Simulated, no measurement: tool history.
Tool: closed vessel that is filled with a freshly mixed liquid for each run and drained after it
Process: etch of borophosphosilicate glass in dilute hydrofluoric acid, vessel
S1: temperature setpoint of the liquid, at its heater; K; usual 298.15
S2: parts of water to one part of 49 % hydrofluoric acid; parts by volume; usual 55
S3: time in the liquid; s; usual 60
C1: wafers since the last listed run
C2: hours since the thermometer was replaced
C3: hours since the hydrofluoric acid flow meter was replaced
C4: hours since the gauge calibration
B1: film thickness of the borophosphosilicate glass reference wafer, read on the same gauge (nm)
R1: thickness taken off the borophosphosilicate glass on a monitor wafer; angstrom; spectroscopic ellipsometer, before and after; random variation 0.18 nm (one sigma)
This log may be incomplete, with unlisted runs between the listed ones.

run	hour	S1	S2	S3	C1	C2	C3	C4	B1	R1
1	0	298.15	55	45	0	787.2	201.9	121.8	120.03	366.6
2	24.9	298.15	55	60	3045	812.1	226.8	146.7	120.02	485.8
3	50.6	298.15	55	60	3143	837.8	252.5	172.4	119.99	487
4	68.2	298.15	55	70	2152	855.4	270.1	190	119.99	572.3
5	100.8	298.15	35	60	3987	888	302.7	222.6	119.99	792
6	186.7	298.15	35	60	10506	973.9	388.6	308.5	120	797.5
7	219.5	298.15	35	60	4011	1006.7	421.4	341.3	120	797.6
8	232.9	296.65	55	60	1639	1020.1	434.8	354.7	120	465
# hour 258.3: hydrofluoric acid flow meter replaced
9	261.5	296.65	55	60	3375	1048.7	3.2	383.3	120	469.4
10	295.9	300.65	55	75	4207	1083.1	37.6	417.7	119.98	687.9
11	309.6	298.15	55	60	1675	1096.8	51.3	431.4	120.01	497.5
12	329.5	299.65	55	90	2434	1116.7	71.2	451.3	119.99	795.3
# hour 346.2: gauge calibrated
13	360.3	298.15	55	60	3767	1147.5	102	14.1	120.01	504
# hour 362.1: thermometer replaced
14	388.5	298.15	55	60	3326	26.4	130.2	42.3	119.99	461.4
15	418.7	293.65	70	75	3693	56.6	160.4	72.5	120.01	369.7
16	447.3	298.15	55	60	3498	85.2	189	101.1	120.01	464
17	474.8	300.15	30	40	3363	112.7	216.5	128.6	120	636.8
18	493.8	298.15	85	80	2323	131.7	235.5	147.6	120	381.7
19	523.8	300.15	40	45	3669	161.7	265.5	177.6	120.01	531
20	537.3	301.65	45	45	1651	175.2	279	191.1	119.98	503.7
21	562.1	298.15	45	60	3033	200	303.8	215.9	119.99	578.4
22	585.4	301.65	45	45	2849	223.3	327.1	239.2	120	502.5
23	616	298.15	55	60	3742	253.9	357.7	269.8	119.99	468.9

Here are 3 independent what-if runs from the current tool condition. What would each one return?
A	616.7	298.15	30	60	85	254.6	358.4	270.5	?	?
B	616.7	299.65	45	90	85	254.6	358.4	270.5	?	?
C	616.7	298.15	55	40	85	254.6	358.4	270.5	?	?

run	B1	R1
A	120.01	885.7
B	120.01	921.8
C	120.01	311.1
What these runs would have given with no unlogged condition in the tool:
run	R1
A	868.2
B	904.1
C	305.1

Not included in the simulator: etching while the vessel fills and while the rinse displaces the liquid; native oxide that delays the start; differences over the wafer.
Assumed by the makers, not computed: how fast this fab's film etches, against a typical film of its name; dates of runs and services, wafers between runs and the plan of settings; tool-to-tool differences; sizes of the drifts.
